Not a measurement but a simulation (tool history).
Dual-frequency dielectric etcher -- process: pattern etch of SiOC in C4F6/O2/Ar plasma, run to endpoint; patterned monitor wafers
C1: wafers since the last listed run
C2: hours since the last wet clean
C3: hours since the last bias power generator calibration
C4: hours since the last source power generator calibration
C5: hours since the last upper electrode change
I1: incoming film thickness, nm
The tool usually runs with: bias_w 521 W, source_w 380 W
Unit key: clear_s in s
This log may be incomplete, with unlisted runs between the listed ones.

{"run": 1, "day": 0.0, "bias_w": 521, "source_w": 380, "C1": 0, "C2": 291.7, "C3": 2350.2, "C4": 2428.1, "C5": 3282.9, "I1": 31.33, "clear_s": 10.2}
{"run": 2, "day": 0.854, "bias_w": 521, "source_w": 380, "C1": 433, "C2": 312.2, "C3": 2370.7, "C4": 2448.6, "C5": 3303.4, "I1": 31.77, "clear_s": 10.3}
{"run": 3, "day": 1.796, "bias_w": 521, "source_w": 380, "C1": 478, "C2": 334.8, "C3": 2393.3, "C4": 2471.2, "C5": 3326.0, "I1": 31.76, "clear_s": 10.1}
{"run": 4, "day": 2.362, "bias_w": 521, "source_w": 420, "C1": 287, "C2": 348.4, "C3": 2406.9, "C4": 2484.8, "C5": 3339.6, "I1": 31.33, "clear_s": 9.9}
{"run": 5, "day": 3.8, "bias_w": 521, "source_w": 420, "C1": 729, "C2": 382.9, "C3": 2441.4, "C4": 2519.3, "C5": 3374.1, "I1": 31.58, "clear_s": 9.9}
{"day": 4.025, "done": "source power generator calibrated"}
{"run": 6, "day": 5.196, "bias_w": 521, "source_w": 420, "C1": 623, "C2": 416.4, "C3": 2474.9, "C4": 28.1, "C5": 3407.6, "I1": 31.2, "clear_s": 9.5}
{"run": 7, "day": 7.458, "bias_w": 555, "source_w": 450, "C1": 1148, "C2": 470.7, "C3": 2529.2, "C4": 82.4, "C5": 3461.9, "I1": 31.52, "clear_s": 9.2}
{"run": 8, "day": 8.796, "bias_w": 555, "source_w": 450, "C1": 678, "C2": 502.8, "C3": 2561.3, "C4": 114.5, "C5": 3494.0, "I1": 31.63, "clear_s": 9.1}
{"run": 9, "day": 10.296, "bias_w": 521, "source_w": 380, "C1": 761, "C2": 538.8, "C3": 2597.3, "C4": 150.5, "C5": 3530.0, "I1": 31.64, "clear_s": 10.0}
{"day": 12.533, "done": "wet clean of the chamber"}
{"run": 10, "day": 12.554, "bias_w": 521, "source_w": 440, "C1": 638, "C2": 0.5, "C3": 2651.5, "C4": 204.7, "C5": 3584.2, "I1": 31.41, "clear_s": 9.9}
{"run": 11, "day": 12.646, "bias_w": 521, "source_w": 380, "C1": 46, "C2": 2.7, "C3": 2653.7, "C4": 206.9, "C5": 3586.4, "I1": 31.7, "clear_s": 10.3}
{"run": 12, "day": 13.362, "bias_w": 521, "source_w": 380, "C1": 363, "C2": 19.9, "C3": 2670.9, "C4": 224.1, "C5": 3603.6, "I1": 31.51, "clear_s": 10.4}
{"run": 13, "day": 14.612, "bias_w": 521, "source_w": 380, "C1": 634, "C2": 49.9, "C3": 2700.9, "C4": 254.1, "C5": 3633.6, "I1": 31.43, "clear_s": 10.3}
{"day": 14.821, "done": "bias power generator calibrated"}
{"run": 14, "day": 15.688, "bias_w": 521, "source_w": 380, "C1": 461, "C2": 75.7, "C3": 20.8, "C4": 279.9, "C5": 3659.4, "I1": 31.9, "clear_s": 10.5}
{"run": 15, "day": 16.696, "bias_w": 521, "source_w": 380, "C1": 511, "C2": 99.9, "C3": 45.0, "C4": 304.1, "C5": 3683.6, "I1": 31.78, "clear_s": 10.4}
{"run": 16, "day": 17.721, "bias_w": 455, "source_w": 330, "C1": 520, "C2": 124.5, "C3": 69.6, "C4": 328.7, "C5": 3708.2, "I1": 31.75, "clear_s": 11.8}
{"run": 17, "day": 18.858, "bias_w": 521, "source_w": 330, "C1": 577, "C2": 151.8, "C3": 96.9, "C4": 356.0, "C5": 3735.5, "I1": 31.78, "clear_s": 10.7}
{"run": 18, "day": 20.242, "bias_w": 479, "source_w": 300, "C1": 702, "C2": 185.0, "C3": 130.1, "C4": 389.2, "C5": 3768.7, "I1": 31.72, "clear_s": 11.5}

Estimate the outcome of run 19 from the log above:
{"run": 19, "day": 21.712, "bias_w": 650, "source_w": 470, "C1": 746, "C2": 220.3, "C3": 165.4, "C4": 424.5, "C5": 3804.0, "I1": 31.48, "clear_s": "?"}

{"run 19": {"clear_s": 8.3}}
Without the tool's hidden state the same run would have given clear_s 8.4 s.
